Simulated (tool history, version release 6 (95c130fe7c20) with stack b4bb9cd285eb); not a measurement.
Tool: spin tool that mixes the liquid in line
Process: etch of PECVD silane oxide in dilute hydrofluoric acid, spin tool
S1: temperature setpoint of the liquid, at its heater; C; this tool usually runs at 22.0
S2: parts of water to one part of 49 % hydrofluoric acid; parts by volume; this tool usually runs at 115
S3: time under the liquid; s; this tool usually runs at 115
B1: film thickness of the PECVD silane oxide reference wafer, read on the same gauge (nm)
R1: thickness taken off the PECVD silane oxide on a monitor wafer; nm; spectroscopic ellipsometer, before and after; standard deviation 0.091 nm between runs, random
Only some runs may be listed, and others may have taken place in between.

run 1 hour=0.0 | S1=20.0 S2=115 S3=115 | B1=80.02 | R1=13.31
run 2 hour=36.2 | S1=22.0 S2=115 S3=150 | B1=80.00 | R1=18.62
run 3 hour=76.0 | S1=22.0 S2=115 S3=150 | B1=80.00 | R1=18.84
run 4 hour=123.4 | S1=22.0 S2=100 S3=115 | B1=79.99 | R1=16.80
run 5 hour=175.5 | S1=22.0 S2=115 S3=115 | B1=79.97 | R1=14.47
run 6 hour=241.2 | S1=22.0 S2=75 S3=115 | B1=79.99 | R1=23.53
run 7 hour=340.9 | S1=22.0 S2=75 S3=115 | B1=79.98 | R1=23.20
-- hour=369.8 hydrofluoric acid flow meter replaced
run 8 hour=384.9 | S1=22.0 S2=115 S3=115 | B1=80.01 | R1=12.91
-- hour=408.5 gauge calibrated
run 9 hour=451.9 | S1=22.0 S2=115 S3=50 | B1=80.01 | R1=5.62
run 10 hour=490.9 | S1=22.0 S2=115 S3=115 | B1=80.00 | R1=12.83
run 11 hour=556.1 | S1=23.5 S2=65 S3=115 | B1=80.00 | R1=26.00
run 12 hour=584.6 | S1=25.0 S2=90 S3=95 | B1=80.00 | R1=15.72
-- hour=606.4 thermometer replaced
run 13 hour=735.4 | S1=22.0 S2=115 S3=115 | B1=80.01 | R1=13.14
run 14 hour=796.0 | S1=22.0 S2=135 S3=115 | B1=80.01 | R1=10.91
run 15 hour=847.0 | S1=17.0 S2=170 S3=165 | B1=80.00 | R1=9.87
run 16 hour=889.7 | S1=22.0 S2=80 S3=115 | B1=80.02 | R1=19.64

What if the next run were any one of these 3? Each begins from the tool's condition after run 16:
run A hour=890.1 | S1=22.0 S2=115 S3=115 | B1=? | R1=?
run B hour=890.1 | S1=20.0 S2=115 S3=60 | B1=? | R1=?
run C hour=890.1 | S1=23.5 S2=90 S3=150 | B1=? | R1=?

run=A B1=80.00 R1=13.37
run=B B1=80.00 R1=6.43
run=C B1=80.00 R1=24.35
With no hidden state in the tool, these same runs would have given:
run=A R1=12.87
run=B R1=6.20
run=C R1=23.47
